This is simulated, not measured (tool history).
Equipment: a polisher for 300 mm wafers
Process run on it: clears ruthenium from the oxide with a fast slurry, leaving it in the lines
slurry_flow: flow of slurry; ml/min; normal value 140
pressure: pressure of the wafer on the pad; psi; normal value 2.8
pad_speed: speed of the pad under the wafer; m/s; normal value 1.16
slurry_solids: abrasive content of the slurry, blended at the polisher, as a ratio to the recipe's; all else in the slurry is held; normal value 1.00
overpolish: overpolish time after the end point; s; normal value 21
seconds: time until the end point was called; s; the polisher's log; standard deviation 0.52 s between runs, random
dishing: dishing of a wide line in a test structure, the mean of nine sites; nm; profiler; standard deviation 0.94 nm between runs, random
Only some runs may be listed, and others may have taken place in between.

run   hour  slurry_flow  pressure  pad_speed  slurry_solids  overpolish  wafers since the last listed run  wafers polished on this pad  hours since the slurry nozzle was cleaned  hours since the head pressure was calibrated  hours since the slurry blender was calibrated  incoming thickness of the incoming film, nm  seconds  dishing
  1    0.0          140       2.8       1.16           1.00          21                                 0                          305                                      675.7                                         318.0                                          147.4                                        247.1     51.5     56.8
  2   14.8          140       2.8       1.16           1.00          21                               177                          482                                      690.5                                         332.8                                          162.2                                        250.5     51.8     54.8
  3   22.5          140       2.8       1.16           1.00          21                                92                          575                                      698.2                                         340.5                                          169.9                                        250.1     52.2     55.9
  4   40.0          140       2.8       1.16           1.00          21                               209                          784                                      715.7                                         358.0                                          187.4                                        248.8     51.9     56.3
  5   52.2          140       2.8       1.16           1.00          21                               146                          930                                      727.9                                         370.2                                          199.6                                        249.8     51.0     56.9
  6   67.3          140       2.8       1.16           1.00          21                               180                         1111                                      743.0                                         385.3                                          214.7                                        247.9     51.6     57.2
  7   79.6          140       2.8       1.16           1.00          21                               147                         1258                                      755.3                                         397.6                                          227.0                                        248.7     50.9     55.8
      85.3  -- worn pad replaced by a new one
  8   95.9          140       2.8       1.16           1.00          21                               147                          127                                      771.6                                         413.9                                          243.3                                        250.1     51.7     58.6
     113.1  -- slurry nozzle cleaned
  9  119.7          140       2.8       1.16           1.00          21                               273                          400                                        6.6                                         437.7                                          267.1                                        252.5     52.0     56.6
     127.0  -- slurry blender recalibrated
 10  130.4          140       2.8       1.16           1.00          21                               104                          504                                       17.3                                         448.4                                            3.4                                        251.7     51.1     56.4
 11  145.7          140       2.8       1.16           1.00          21                               183                          688                                       32.6                                         463.7                                           18.7                                        249.0     51.8     56.9
 12  162.3          140       2.8       1.16           1.00          21                               198                          886                                       49.2                                         480.3                                           35.3                                        250.5     51.5     55.8
 13  175.1          140       2.8       1.08           1.00          21                               153                         1040                                       62.0                                         493.1                                           48.1                                        249.4     54.1     54.6
 14  187.0          140       2.8       1.16           1.00          21                               142                         1182                                       73.9                                         505.0                                           60.0                                        252.1     52.3     56.5
     196.0  -- worn pad replaced by a new one
 15  198.9          140       3.1       1.16           1.00          21                                94                           34                                       85.8                                         516.9                                           71.9                                        248.1     46.2     61.3
 16  212.1          140       2.4       0.84           1.00          16                               158                          192                                       99.0                                         530.1                                           85.1                                        248.8     73.9     34.6
 17  219.3          140       2.8       1.16           1.00          31                                86                          278                                      106.2                                         537.3                                           92.3                                        246.0     50.5     72.2
 18  236.4          140       3.7       1.16           1.00          12                               204                          483                                      123.3                                         554.4                                          109.4                                        247.9     38.2     46.9
 19  248.5          140       2.4       1.16           1.25          21                               144                          628                                      135.4                                         566.5                                          121.5                                        252.4     55.9     54.1
 20  258.0          140       3.7       1.16           1.00          12                               113                          742                                      144.9                                         576.0                                          131.0                                        246.5     38.6     45.5
     274.0  -- head pressure recalibrated
 21  274.5          140       2.3       0.82           0.70          26                               173                          915                                      161.4                                           0.5                                          147.5                                        249.0     93.9     42.8
 22  283.7          175       1.9       1.36           1.10          21                               110                         1026                                      170.6                                           9.7                                          156.7                                        251.0     63.0     50.2
 23  295.9          140       3.3       0.98           1.00          21                               146                         1172                                      182.8                                          21.9                                          168.9                                        248.9     48.9     59.5
 24  303.0          190       2.2       0.84           1.00          13                                85                         1257                                      189.9                                          29.0                                          176.0                                        246.8     76.5     27.0
     316.1  -- worn pad replaced by a new one
 25  316.7          140       3.7       0.80           1.00          25                               116                            6                                      203.6                                          42.7                                          189.7                                        251.5     50.2     63.9
 26  330.5          125       3.7       1.16           1.00          21                               165                          172                                      217.4                                          56.5                                          203.5                                        246.2     39.3     64.9
 27  346.7          140       2.0       0.98           1.00          14                               194                          366                                      233.6                                          72.7                                          219.7                                        248.8     81.5     29.7

Entry by entry between the runs, the difference in hidden state between the last listed run before and the first listed run after:
Run 7 -> run 8: worn pad replaced by a new one (hour 85.3)
  the hidden state is the same at both runs
Run 8 -> run 9: slurry nozzle cleaned (hour 113.1)
  the hidden state is the same at both runs
Run 9 -> run 10: slurry blender recalibrated (hour 127.0)
  the hidden state is the same at both runs
Run 14 -> run 15: worn pad replaced by a new one (hour 196.0)
  the hidden state is the same at both runs
Run 20 -> run 21: head pressure recalibrated (hour 274.0)
  the hidden state is the same at both runs
Run 24 -> run 25: worn pad replaced by a new one (hour 316.1)
  the hidden state is the same at both runs
